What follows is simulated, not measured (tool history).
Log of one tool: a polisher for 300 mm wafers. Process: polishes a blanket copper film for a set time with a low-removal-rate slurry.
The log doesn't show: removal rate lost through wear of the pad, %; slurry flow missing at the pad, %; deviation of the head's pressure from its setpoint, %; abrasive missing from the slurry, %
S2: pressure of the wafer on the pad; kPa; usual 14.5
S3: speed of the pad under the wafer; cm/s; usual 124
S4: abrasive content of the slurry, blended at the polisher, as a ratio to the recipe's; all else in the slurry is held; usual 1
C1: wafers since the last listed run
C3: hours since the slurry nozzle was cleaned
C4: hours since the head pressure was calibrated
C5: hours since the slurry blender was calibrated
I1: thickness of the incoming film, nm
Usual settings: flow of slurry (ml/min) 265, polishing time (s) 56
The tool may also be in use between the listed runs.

run 1 hour=0 | flow_of_slurry_(ml/min)=265 S2=14.5 S3=124 S4=1 polishing_time_(s)=56 | C1=0 wafers_polished_on_this_pad=745 C3=135.2 C4=1059.8 C5=177.6 | I1=1090.6 | film_removed_(angstrom)=1260
-- hour=10 worn pad replaced by a new one
run 2 hour=15.9 | flow_of_slurry_(ml/min)=265 S2=12.4 S3=124 S4=1 polishing_time_(s)=56 | C1=81 wafers_polished_on_this_pad=40 C3=151.1 C4=1075.7 C5=193.5 | I1=1065.6 | film_removed_(angstrom)=1064
run 3 hour=23.4 | flow_of_slurry_(ml/min)=265 S2=12.4 S3=124 S4=1 polishing_time_(s)=56 | C1=51 wafers_polished_on_this_pad=91 C3=158.6 C4=1083.2 C5=201 | I1=1054.9 | film_removed_(angstrom)=1063
run 4 hour=34 | flow_of_slurry_(ml/min)=265 S2=14.5 S3=124 S4=0.9 polishing_time_(s)=56 | C1=72 wafers_polished_on_this_pad=164 C3=169.2 C4=1093.8 C5=211.6 | I1=1066.8 | film_removed_(angstrom)=1190
run 5 hour=48 | flow_of_slurry_(ml/min)=265 S2=14.5 S3=124 S4=0.9 polishing_time_(s)=56 | C1=95 wafers_polished_on_this_pad=259 C3=183.2 C4=1107.8 C5=225.6 | I1=1069.5 | film_removed_(angstrom)=1196
run 6 hour=60.1 | flow_of_slurry_(ml/min)=310 S2=14.5 S3=124 S4=1 polishing_time_(s)=56 | C1=82 wafers_polished_on_this_pad=342 C3=195.3 C4=1119.9 C5=237.7 | I1=1067.5 | film_removed_(angstrom)=1234
run 7 hour=75.2 | flow_of_slurry_(ml/min)=265 S2=14.5 S3=124 S4=1 polishing_time_(s)=56 | C1=103 wafers_polished_on_this_pad=445 C3=210.4 C4=1135 C5=252.8 | I1=1081.9 | film_removed_(angstrom)=1211
run 8 hour=91.6 | flow_of_slurry_(ml/min)=265 S2=14.5 S3=124 S4=1 polishing_time_(s)=56 | C1=112 wafers_polished_on_this_pad=558 C3=226.8 C4=1151.4 C5=269.2 | I1=1083.7 | film_removed_(angstrom)=1190
run 9 hour=101.9 | flow_of_slurry_(ml/min)=265 S2=14.5 S3=124 S4=1 polishing_time_(s)=56 | C1=70 wafers_polished_on_this_pad=628 C3=237.1 C4=1161.7 C5=279.5 | I1=1086.2 | film_removed_(angstrom)=1232
-- hour=110.7 worn pad replaced by a new one
run 10 hour=111.3 | flow_of_slurry_(ml/min)=265 S2=14.5 S3=124 S4=1 polishing_time_(s)=46 | C1=36 wafers_polished_on_this_pad=3 C3=246.5 C4=1171.1 C5=288.9 | I1=1083.4 | film_removed_(angstrom)=974
run 11 hour=118.7 | flow_of_slurry_(ml/min)=265 S2=14.5 S3=124 S4=1 polishing_time_(s)=46 | C1=50 wafers_polished_on_this_pad=54 C3=253.9 C4=1178.5 C5=296.3 | I1=1063.8 | film_removed_(angstrom)=993
run 12 hour=134.3 | flow_of_slurry_(ml/min)=265 S2=14.5 S3=124 S4=1 polishing_time_(s)=46 | C1=106 wafers_polished_on_this_pad=161 C3=269.5 C4=1194.1 C5=311.9 | I1=1067.3 | film_removed_(angstrom)=965
run 13 hour=141.8 | flow_of_slurry_(ml/min)=265 S2=14.5 S3=124 S4=1 polishing_time_(s)=56 | C1=51 wafers_polished_on_this_pad=212 C3=277 C4=1201.6 C5=319.4 | I1=1083 | film_removed_(angstrom)=1188
run 14 hour=181.9 | flow_of_slurry_(ml/min)=265 S2=14.5 S3=124 S4=0.95 polishing_time_(s)=56 | C1=274 wafers_polished_on_this_pad=486 C3=317.1 C4=1241.7 C5=359.5 | I1=1084.9 | film_removed_(angstrom)=1187
-- hour=194.3 head pressure recalibrated
run 15 hour=197.1 | flow_of_slurry_(ml/min)=265 S2=14.5 S3=124 S4=0.95 polishing_time_(s)=56 | C1=90 wafers_polished_on_this_pad=577 C3=332.3 C4=2.8 C5=374.7 | I1=1086 | film_removed_(angstrom)=1327
run 16 hour=212.4 | flow_of_slurry_(ml/min)=265 S2=14.5 S3=100 S4=1.25 polishing_time_(s)=65 | C1=104 wafers_polished_on_this_pad=681 C3=347.6 C4=18.1 C5=390 | I1=1067.3 | film_removed_(angstrom)=1352
-- hour=218.2 worn pad replaced by a new one
run 17 hour=228 | flow_of_slurry_(ml/min)=265 S2=14.5 S3=166 S4=0.85 polishing_time_(s)=56 | C1=79 wafers_polished_on_this_pad=67 C3=363.2 C4=33.7 C5=405.6 | I1=1072 | film_removed_(angstrom)=1790
-- hour=233.5 slurry blender recalibrated
run 18 hour=236.1 | flow_of_slurry_(ml/min)=265 S2=14.5 S3=124 S4=1 polishing_time_(s)=56 | C1=41 wafers_polished_on_this_pad=108 C3=371.3 C4=41.8 C5=2.6 | I1=1078.2 | film_removed_(angstrom)=1357
run 19 hour=244.1 | flow_of_slurry_(ml/min)=265 S2=17.2 S3=124 S4=1 polishing_time_(s)=56 | C1=54 wafers_polished_on_this_pad=163 C3=379.3 C4=49.8 C5=10.6 | I1=1067.5 | film_removed_(angstrom)=1629
run 20 hour=250.5 | flow_of_slurry_(ml/min)=265 S2=14.5 S3=136 S4=1 polishing_time_(s)=56 | C1=43 wafers_polished_on_this_pad=207 C3=385.7 C4=56.2 C5=17 | I1=1082 | film_removed_(angstrom)=1525
run 21 hour=260.2 | flow_of_slurry_(ml/min)=185 S2=14.5 S3=124 S4=1 polishing_time_(s)=56 | C1=66 wafers_polished_on_this_pad=273 C3=395.4 C4=65.9 C5=26.7 | I1=1081.1 | film_removed_(angstrom)=1352
run 22 hour=269.6 | flow_of_slurry_(ml/min)=265 S2=14.5 S3=152 S4=1 polishing_time_(s)=47 | C1=64 wafers_polished_on_this_pad=338 C3=404.8 C4=75.3 C5=36.1 | I1=1075.2 | film_removed_(angstrom)=1428
-- hour=273.8 slurry nozzle cleaned
run 23 hour=280.4 | flow_of_slurry_(ml/min)=180 S2=14.5 S3=124 S4=1 polishing_time_(s)=41 | C1=67 wafers_polished_on_this_pad=405 C3=6.6 C4=86.1 C5=46.9 | I1=1077 | film_removed_(angstrom)=952
run 24 hour=291.1 | flow_of_slurry_(ml/min)=265 S2=14.5 S3=90 S4=1.2 polishing_time_(s)=56 | C1=73 wafers_polished_on_this_pad=478 C3=17.3 C4=96.8 C5=57.6 | I1=1064.4 | film_removed_(angstrom)=1020
run 25 hour=299 | flow_of_slurry_(ml/min)=265 S2=14.5 S3=124 S4=1 polishing_time_(s)=56 | C1=54 wafers_polished_on_this_pad=532 C3=25.2 C4=104.7 C5=65.5 | I1=1080.1 | film_removed_(angstrom)=1398
run 26 hour=309.9 | flow_of_slurry_(ml/min)=265 S2=14.5 S3=124 S4=0.75 polishing_time_(s)=56 | C1=74 wafers_polished_on_this_pad=606 C3=36.1 C4=115.6 C5=76.4 | I1=1063.5 | film_removed_(angstrom)=1339
run 27 hour=321.6 | flow_of_slurry_(ml/min)=265 S2=14.5 S3=98 S4=1 polishing_time_(s)=56 | C1=80 wafers_polished_on_this_pad=686 C3=47.8 C4=127.3 C5=88.1 | I1=1056.5 | film_removed_(angstrom)=1084
-- hour=336.6 worn pad replaced by a new one
run 28 hour=337.1 | flow_of_slurry_(ml/min)=265 S2=14.5 S3=124 S4=1 polishing_time_(s)=56 | C1=78 wafers_polished_on_this_pad=3 C3=63.3 C4=142.8 C5=103.6 | I1=1064.5 | film_removed_(angstrom)=1384
run 29 hour=343.7 | flow_of_slurry_(ml/min)=190 S2=9.7 S3=124 S4=1 polishing_time_(s)=72 | C1=45 wafers_polished_on_this_pad=48 C3=69.9 C4=149.4 C5=110.2 | I1=1063.1 | film_removed_(angstrom)=1121
run 30 hour=361.4 | flow_of_slurry_(ml/min)=265 S2=14.5 S3=124 S4=1 polishing_time_(s)=56 | C1=121 wafers_polished_on_this_pad=169 C3=87.6 C4=167.1 C5=127.9 | I1=1058.9 | film_removed_(angstrom)=1379
run 31 hour=372.1 | flow_of_slurry_(ml/min)=265 S2=14.5 S3=124 S4=1 polishing_time_(s)=46 | C1=73 wafers_polished_on_this_pad=243 C3=98.3 C4=177.8 C5=138.6 | I1=1067.3 | film_removed_(angstrom)=1139

The tool's hidden state at each run:
removal rate lost through wear of the pad, %: 0 in every run
slurry flow missing at the pad, %: 0 in every run
abrasive missing from the slurry, %: 0 in every run
H1: deviation of the head's pressure from its setpoint, %
run=1 H1=-8.41
run=2 H1=-8.73
run=3 H1=-8.88
run=4 H1=-9.1
run=5 H1=-9.39
run=6 H1=-9.64
run=7 H1=-9.96
run=8 H1=-10.3
run=9 H1=-10.5
run=10 H1=-10.7
run=11 H1=-10.9
run=12 H1=-11.3
run=13 H1=-11.4
run=14 H1=-12.3
run=15 H1=1.36
run=16 H1=1.35
run=17 H1=1.35
run=18 H1=1.34
run=19 H1=1.33
run=20 H1=1.33
run=21 H1=1.32
run=22 H1=1.3
run=23 H1=1.29
run=24 H1=1.27
run=25 H1=1.25
run=26 H1=1.23
run=27 H1=1.2
run=28 H1=1.16
run=29 H1=1.15
run=30 H1=1.09
run=31 H1=1.06
